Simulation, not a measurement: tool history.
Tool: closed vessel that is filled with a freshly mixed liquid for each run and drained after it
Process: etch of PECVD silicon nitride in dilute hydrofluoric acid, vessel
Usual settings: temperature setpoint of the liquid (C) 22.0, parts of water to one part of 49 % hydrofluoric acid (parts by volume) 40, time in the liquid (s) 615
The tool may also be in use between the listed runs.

run	hour	temperature setpoint of the liquid (C)	parts of water to one part of 49 % hydrofluoric acid (parts by volume)	time in the liquid (s)	wafers since the last listed run	hours since the thermometer was replaced	hours since the hydrofluoric acid flow meter was replaced	hours since the gauge calibration	read-back film thickness of the PECVD silicon nitride reference wafer, read on the same gauge (nm)	thickness taken off the PECVD silicon nitride on a monitor wafer (nm)
1	0.0	22.0	40	615	0	2063.5	1055.9	1119.1	50.00	29.77
2	28.4	22.0	40	615	2200	2091.9	1084.3	1147.5	50.02	29.78
3	62.7	22.0	40	740	2657	2126.2	1118.6	1181.8	49.99	35.64
4	119.9	22.0	40	740	4432	2183.4	1175.8	1239.0	50.02	35.59
5	145.2	22.0	40	740	1960	2208.7	1201.1	1264.3	49.99	35.48
6	169.6	22.0	40	615	1890	2233.1	1225.5	1288.7	49.99	29.68
7	221.9	22.0	40	470	4052	2285.4	1277.8	1341.0	50.02	22.67
# hour 254.9: gauge calibrated
8	293.2	22.0	40	470	5525	2356.7	1349.1	38.3	50.00	22.63
9	347.5	22.0	40	470	4207	2411.0	1403.4	92.6	50.01	22.95
10	414.7	22.0	40	615	5207	2478.2	1470.6	159.8	50.00	29.84
11	485.3	22.0	40	615	5470	2548.8	1541.2	230.4	50.00	30.02
12	525.0	18.5	55	450	3076	2588.5	1580.9	270.1	49.99	12.56
13	603.8	22.0	45	615	6106	2667.3	1659.7	348.9	49.99	26.91
14	644.3	22.0	40	615	3138	2707.8	1700.2	389.4	50.00	30.41
15	680.5	22.0	25	615	2805	2744.0	1736.4	425.6	49.99	47.92
16	729.2	17.0	45	615	3773	2792.7	1785.1	474.3	50.00	18.96
17	792.7	19.5	40	320	4920	2856.2	1848.6	537.8	50.00	13.20
18	834.7	22.0	40	615	3254	2898.2	1890.6	579.8	49.99	29.99
# hour 861.1: hydrofluoric acid flow meter replaced
19	862.2	22.0	40	615	2053	2925.7	1.1	607.3	50.00	30.31
20	897.8	22.0	40	325	2758	2961.3	36.7	642.9	50.01	15.96
21	951.7	20.5	50	890	4176	3015.2	90.6	696.8	49.98	31.86
22	990.5	22.0	40	615	3006	3054.0	129.4	735.6	50.00	30.47
23	1041.9	23.5	45	850	3983	3105.4	180.8	787.0	50.00	41.48
24	1096.3	22.0	25	615	4215	3159.8	235.2	841.4	50.00	48.28
25	1150.6	22.0	40	615	4207	3214.1	289.5	895.7	50.00	30.71
# hour 1156.7: thermometer replaced
26	1219.6	26.0	30	710	5269	62.9	358.5	964.7	50.00	57.15
27	1283.0	22.0	40	615	4912	126.3	421.9	1028.1	50.00	28.53
28	1340.3	22.0	30	615	4440	183.6	479.2	1085.4	50.00	37.23
29	1473.7	22.0	40	980	10337	317.0	612.6	1218.8	50.00	45.12
30	1503.1	22.0	45	815	2278	346.4	642.0	1248.2	50.01	33.86
# hour 1506.6: gauge calibrated
31	1547.2	22.0	40	455	3417	390.5	686.1	40.6	49.98	21.27
32	1610.4	24.5	55	615	4897	453.7	749.3	103.8	49.99	24.84
33	1678.1	24.5	50	615	5246	521.4	817.0	171.5	50.00	27.47

Measured less the same run without the tool's hidden state. The same run-to-run variation is in both; the gauge's scatter may not be:
The hidden state here: liquid hotter than its thermometer reads (K); hydrofluoric acid flow above the setpoint (%); gauge reads high (%).
run	thickness taken off the PECVD silicon nitride on a monitor wafer (nm)
1	+1.68
2	+1.71
3	+2.09
4	+2.13
5	+2.14
6	+1.82
7	+1.41
8	+1.46
9	+1.50
10	+2.01
11	+2.08
12	+0.90
13	+1.95
14	+2.23
15	+3.60
16	+1.49
17	+1.04
18	+2.35
19	+2.39
20	+1.27
21	+2.61
22	+2.50
23	+3.41
24	+4.14
25	+2.65
26	+0.91
27	+0.50
28	+0.74
29	+1.04
30	+0.81
31	+0.53
32	+0.65
33	+0.76
